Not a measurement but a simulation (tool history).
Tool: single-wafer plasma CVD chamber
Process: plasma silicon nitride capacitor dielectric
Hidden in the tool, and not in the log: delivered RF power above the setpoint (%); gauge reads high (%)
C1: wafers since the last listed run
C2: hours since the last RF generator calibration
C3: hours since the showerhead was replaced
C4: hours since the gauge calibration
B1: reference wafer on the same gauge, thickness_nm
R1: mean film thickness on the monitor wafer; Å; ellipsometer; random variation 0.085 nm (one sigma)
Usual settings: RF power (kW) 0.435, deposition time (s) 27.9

{"run": 1, "hour": 0.0, "RF power (kW)": 0.435, "deposition time (s)": 24, "C1": 0, "C2": 1511.6, "C3": 6097.6, "C4": 1093.7, "B1": 33.497, "R1": 345.59}
{"run": 2, "hour": 83.4, "RF power (kW)": 0.435, "deposition time (s)": 24, "C1": 2436, "C2": 1595, "C3": 6181, "C4": 1177.1, "B1": 33.497, "R1": 347.08}
{"run": 3, "hour": 180.0, "RF power (kW)": 0.435, "deposition time (s)": 24, "C1": 2822, "C2": 1691.6, "C3": 6277.6, "C4": 1273.7, "B1": 33.488, "R1": 345.98}
{"run": 4, "hour": 230.0, "RF power (kW)": 0.435, "deposition time (s)": 27.9, "C1": 1460, "C2": 1741.6, "C3": 6327.6, "C4": 1323.7, "B1": 33.497, "R1": 401.73}
{"run": 5, "hour": 275.8, "RF power (kW)": 0.435, "deposition time (s)": 27.9, "C1": 1338, "C2": 1787.4, "C3": 6373.4, "C4": 1369.5, "B1": 33.511, "R1": 401.81}
{"run": 6, "hour": 318.5, "RF power (kW)": 0.435, "deposition time (s)": 27.9, "C1": 1247, "C2": 1830.1, "C3": 6416.1, "C4": 1412.2, "B1": 33.512, "R1": 402.45}
{"run": 7, "hour": 424.3, "RF power (kW)": 0.435, "deposition time (s)": 27.9, "C1": 3090, "C2": 1935.9, "C3": 6521.9, "C4": 1518, "B1": 33.493, "R1": 401.08}
{"run": 8, "hour": 520.7, "RF power (kW)": 0.435, "deposition time (s)": 27.9, "C1": 2816, "C2": 2032.3, "C3": 6618.3, "C4": 1614.4, "B1": 33.48, "R1": 401.28}
{"run": 9, "hour": 606.0, "RF power (kW)": 0.435, "deposition time (s)": 27.9, "C1": 2491, "C2": 2117.6, "C3": 6703.6, "C4": 1699.7, "B1": 33.494, "R1": 400.55}
{"run": 10, "hour": 671.0, "RF power (kW)": 0.435, "deposition time (s)": 27.9, "C1": 1898, "C2": 2182.6, "C3": 6768.6, "C4": 1764.7, "B1": 33.515, "R1": 402.7}
{"run": 11, "hour": 769.5, "RF power (kW)": 0.435, "deposition time (s)": 27.9, "C1": 2877, "C2": 2281.1, "C3": 6867.1, "C4": 1863.2, "B1": 33.489, "R1": 401.07}
{"run": 12, "hour": 843.5, "RF power (kW)": 0.435, "deposition time (s)": 30.3, "C1": 2161, "C2": 2355.1, "C3": 6941.1, "C4": 1937.2, "B1": 33.503, "R1": 434.62}
{"hour": 886.1, "done": "gauge calibrated"}
{"run": 13, "hour": 912.7, "RF power (kW)": 0.435, "deposition time (s)": 30.3, "C1": 2021, "C2": 2424.3, "C3": 7010.3, "C4": 26.6, "B1": 33.505, "R1": 433.7}
{"run": 14, "hour": 965.5, "RF power (kW)": 0.435, "deposition time (s)": 24.3, "C1": 1542, "C2": 2477.1, "C3": 7063.1, "C4": 79.4, "B1": 33.468, "R1": 348.5}
{"run": 15, "hour": 1014.8, "RF power (kW)": 0.435, "deposition time (s)": 27.9, "C1": 1440, "C2": 2526.4, "C3": 7112.4, "C4": 128.7, "B1": 33.503, "R1": 398.73}
{"run": 16, "hour": 1086.6, "RF power (kW)": 0.435, "deposition time (s)": 27.9, "C1": 2097, "C2": 2598.2, "C3": 7184.2, "C4": 200.5, "B1": 33.513, "R1": 398.88}
{"run": 17, "hour": 1192.2, "RF power (kW)": 0.435, "deposition time (s)": 27.9, "C1": 3085, "C2": 2703.8, "C3": 7289.8, "C4": 306.1, "B1": 33.5, "R1": 399.37}
{"hour": 1236.0, "done": "RF generator calibrated"}
{"run": 18, "hour": 1250.8, "RF power (kW)": 0.435, "deposition time (s)": 27.9, "C1": 1478, "C2": 14.8, "C3": 7348.4, "C4": 364.7, "B1": 33.518, "R1": 406.83}
{"run": 19, "hour": 1354.7, "RF power (kW)": 0.435, "deposition time (s)": 26.5, "C1": 3035, "C2": 118.7, "C3": 7452.3, "C4": 468.6, "B1": 33.501, "R1": 385.11}
{"run": 20, "hour": 1407.3, "RF power (kW)": 0.435, "deposition time (s)": 26.5, "C1": 1536, "C2": 171.3, "C3": 7504.9, "C4": 521.2, "B1": 33.511, "R1": 385.05}
{"run": 21, "hour": 1443.8, "RF power (kW)": 0.395, "deposition time (s)": 24.5, "C1": 1066, "C2": 207.8, "C3": 7541.4, "C4": 557.7, "B1": 33.501, "R1": 347.88}
{"run": 22, "hour": 1484.0, "RF power (kW)": 0.435, "deposition time (s)": 24, "C1": 1174, "C2": 248, "C3": 7581.6, "C4": 597.9, "B1": 33.494, "R1": 348.55}
{"run": 23, "hour": 1554.9, "RF power (kW)": 0.36, "deposition time (s)": 30.4, "C1": 2071, "C2": 318.9, "C3": 7652.5, "C4": 668.8, "B1": 33.502, "R1": 424.77}
{"run": 24, "hour": 1620.4, "RF power (kW)": 0.435, "deposition time (s)": 26.5, "C1": 1913, "C2": 384.4, "C3": 7718, "C4": 734.3, "B1": 33.522, "R1": 384.34}
{"hour": 1653.2, "done": "showerhead replaced"}
{"run": 25, "hour": 1677.4, "RF power (kW)": 0.41, "deposition time (s)": 29.9, "C1": 1431, "C2": 441.4, "C3": 24.2, "C4": 791.3, "B1": 33.497, "R1": 429.35}
{"run": 26, "hour": 1724.3, "RF power (kW)": 0.505, "deposition time (s)": 27.9, "C1": 1370, "C2": 488.3, "C3": 71.1, "C4": 838.2, "B1": 33.488, "R1": 418.88}
{"run": 27, "hour": 1773.7, "RF power (kW)": 0.435, "deposition time (s)": 27.9, "C1": 1443, "C2": 537.7, "C3": 120.5, "C4": 887.6, "B1": 33.508, "R1": 405.04}
{"run": 28, "hour": 1860.3, "RF power (kW)": 0.435, "deposition time (s)": 27.9, "C1": 2529, "C2": 624.3, "C3": 207.1, "C4": 974.2, "B1": 33.493, "R1": 403.64}
{"run": 29, "hour": 1913.0, "RF power (kW)": 0.485, "deposition time (s)": 23.8, "C1": 1539, "C2": 677, "C3": 259.8, "C4": 1026.9, "B1": 33.493, "R1": 352.72}
{"run": 30, "hour": 1954.2, "RF power (kW)": 0.435, "deposition time (s)": 27.9, "C1": 1203, "C2": 718.2, "C3": 301, "C4": 1068.1, "B1": 33.507, "R1": 404.37}
{"run": 31, "hour": 2015.6, "RF power (kW)": 0.38, "deposition time (s)": 32.8, "C1": 1793, "C2": 779.6, "C3": 362.4, "C4": 1129.5, "B1": 33.496, "R1": 461.99}
{"run": 32, "hour": 2222.9, "RF power (kW)": 0.435, "deposition time (s)": 27.9, "C1": 6056, "C2": 986.9, "C3": 569.7, "C4": 1336.8, "B1": 33.493, "R1": 404.52}
{"run": 33, "hour": 2323.8, "RF power (kW)": 0.435, "deposition time (s)": 27.9, "C1": 2947, "C2": 1087.8, "C3": 670.6, "C4": 1437.7, "B1": 33.52, "R1": 402.84}
{"run": 34, "hour": 2417.7, "RF power (kW)": 0.375, "deposition time (s)": 31.8, "C1": 2743, "C2": 1181.7, "C3": 764.5, "C4": 1531.6, "B1": 33.5, "R1": 445.84}
{"run": 35, "hour": 2525.7, "RF power (kW)": 0.52, "deposition time (s)": 25.5, "C1": 3155, "C2": 1289.7, "C3": 872.5, "C4": 1639.6, "B1": 33.496, "R1": 384.01}
{"run": 36, "hour": 2584.9, "RF power (kW)": 0.435, "deposition time (s)": 25.4, "C1": 1729, "C2": 1348.9, "C3": 931.7, "C4": 1698.8, "B1": 33.497, "R1": 366.52}
{"run": 37, "hour": 2636.6, "RF power (kW)": 0.435, "deposition time (s)": 29.5, "C1": 1510, "C2": 1400.6, "C3": 983.4, "C4": 1750.5, "B1": 33.531, "R1": 425.5}
{"run": 38, "hour": 2684.6, "RF power (kW)": 0.435, "deposition time (s)": 27.9, "C1": 1402, "C2": 1448.6, "C3": 1031.4, "C4": 1798.5, "B1": 33.514, "R1": 403.21}
{"run": 39, "hour": 2730.1, "RF power (kW)": 0.465, "deposition time (s)": 22.3, "C1": 1329, "C2": 1494.1, "C3": 1076.9, "C4": 1844, "B1": 33.509, "R1": 326.63}
{"run": 40, "hour": 2811.5, "RF power (kW)": 0.48, "deposition time (s)": 22.9, "C1": 2378, "C2": 1575.5, "C3": 1158.3, "C4": 1925.4, "B1": 33.514, "R1": 338.03}

Measured less the same run without the tool's hidden state. The same run-to-run variation is in both; the gauge's scatter may not be:
run=1 R1=-3.52
run=2 R1=-3.71
run=3 R1=-3.92
run=4 R1=-4.67
run=5 R1=-4.79
run=6 R1=-4.9
run=7 R1=-5.15
run=8 R1=-5.41
run=9 R1=-5.61
run=10 R1=-5.81
run=11 R1=-6.04
run=12 R1=-6.75
run=13 R1=-6.93
run=14 R1=-5.69
run=15 R1=-6.63
run=16 R1=-6.82
run=17 R1=-7.1
run=18 R1=-0.26
run=19 R1=-0.49
run=20 R1=-0.62
run=21 R1=-0.64
run=22 R1=-0.71
run=23 R1=-1.06
run=24 R1=-1.11
run=25 R1=-1.39
run=26 R1=-1.48
run=27 R1=-1.55
run=28 R1=-1.76
run=29 R1=-1.65
run=30 R1=-1.99
run=31 R1=-2.45
run=32 R1=-2.66
run=33 R1=-2.91
run=34 R1=-3.47
run=35 R1=-3.25
run=36 R1=-3.23
run=37 R1=-3.89
run=38 R1=-3.81
run=39 R1=-3.18
run=40 R1=-3.47

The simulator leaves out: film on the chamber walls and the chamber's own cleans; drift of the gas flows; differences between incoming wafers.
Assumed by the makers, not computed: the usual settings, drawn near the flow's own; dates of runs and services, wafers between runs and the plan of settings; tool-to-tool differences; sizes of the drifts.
